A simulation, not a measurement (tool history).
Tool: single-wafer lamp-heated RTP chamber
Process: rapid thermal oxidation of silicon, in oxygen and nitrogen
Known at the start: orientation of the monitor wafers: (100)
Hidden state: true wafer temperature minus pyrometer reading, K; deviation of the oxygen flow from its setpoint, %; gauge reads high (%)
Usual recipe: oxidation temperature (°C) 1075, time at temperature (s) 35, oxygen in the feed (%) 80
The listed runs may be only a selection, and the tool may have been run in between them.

run	day	oxidation temperature (°C)	time at temperature (s)	oxygen in the feed (%)	wafers since the last listed run	wafers since the last pyrometer calibration	hours since the oxygen flow controller was replaced	hours since the gauge calibration	read-back reference wafer on the same gauge, thickness	oxide thickness on the monitor wafer (nm)
1	0.000	1082	43	80	0	154	4907.5	342.2	8.169	8.461
2	0.350	1082	43	80	119	273	4915.9	350.6	8.170	8.453
3	0.708	1082	43	80	122	395	4924.5	359.2	8.168	8.496
4	1.271	1060	35	93	191	587	4938.0	372.7	8.171	7.095
# day 1.321: gauge calibrated
5	1.579	1060	35	93	105	692	4945.4	6.2	8.172	7.122
6	2.233	1060	35	93	223	915	4961.1	21.9	8.169	7.059
7	4.471	1075	35	73	763	1678	5014.8	75.6	8.166	7.193
8	4.888	1075	35	62	142	1820	5024.8	85.6	8.168	6.793
9	5.612	1075	35	62	247	2068	5042.2	103.0	8.168	6.826
10	6.038	1075	35	62	144	2213	5052.4	113.2	8.173	6.853
11	6.358	1075	35	80	109	2322	5060.1	120.9	8.170	7.480
# day 7.392: oxygen flow controller replaced
12	7.525	1075	35	80	284	2606	3.2	148.9	8.175	7.477
13	7.954	1075	35	80	146	2753	13.5	159.2	8.169	7.519
14	8.671	1075	35	65	244	2997	30.7	176.4	8.169	7.008
15	10.517	1075	35	65	629	3627	75.0	220.7	8.166	6.983
16	10.829	1075	35	65	106	3733	82.5	228.2	8.168	7.011
17	12.483	1060	29	98	564	4297	122.2	267.9	8.168	6.782
18	12.742	1075	39	98	88	4385	128.4	274.1	8.168	8.539
# day 13.329: pyrometer window cleaned and pyrometer calibrated
19	13.350	1098	35	98	93	7	143.0	288.7	8.173	9.202
20	13.467	1057	45	80	39	47	145.8	291.5	8.171	7.301
21	14.046	1075	35	80	197	244	159.7	305.4	8.168	7.398
22	14.933	1060	22	98	302	547	181.0	326.7	8.174	5.944
# day 14.938: gauge calibrated
23	15.404	1054	35	96	160	707	192.3	11.2	8.169	6.901
24	15.838	1085	50	80	147	855	202.7	21.6	8.171	9.226
25	16.254	1051	22	92	142	997	212.7	31.6	8.171	5.469
26	16.750	1056	35	80	169	1166	224.6	43.5	8.169	6.515
27	17.300	1075	35	80	187	1354	237.8	56.7	8.168	7.447
28	17.625	1075	35	80	110	1465	245.6	64.5	8.173	7.455
29	18.158	1093	50	80	181	1647	258.4	77.3	8.171	9.748
30	18.417	1052	41	69	88	1735	264.6	83.5	8.172	6.531
31	18.971	1075	35	80	188	1924	277.9	96.8	8.173	7.455
32	19.308	1094	35	80	115	2039	286.0	104.9	8.170	8.422

What differs in the tool's unlogged condition from the final listed run ahead of each entry between runs to the first listed run following it?
Runs 4 to 5: gauge calibrated (day 1.321)
  true wafer temperature minus pyrometer reading, K: 0.624 -> 0.707
  difference, measured minus the result without the unlogged condition, oxide thickness on the monitor wafer (nm): +0.030 -> +0.033
Runs 11 to 12: oxygen flow controller replaced (day 7.392)
  true wafer temperature minus pyrometer reading, K: 1.99 -> 2.3
  difference, measured minus the result without the unlogged condition, oxide thickness on the monitor wafer (nm): +0.097 -> +0.111
Runs 18 to 19: pyrometer window cleaned and pyrometer calibrated (day 13.329)
  true wafer temperature minus pyrometer reading, K: 3.7 -> 0.283
  difference, measured minus the result without the unlogged condition, oxide thickness on the monitor wafer (nm): +0.205 -> +0.017
Runs 22 to 23: gauge calibrated (day 14.938)
  true wafer temperature minus pyrometer reading, K: 0.708 -> 0.835
  difference, measured minus the result without the unlogged condition, oxide thickness on the monitor wafer (nm): +0.028 -> +0.039
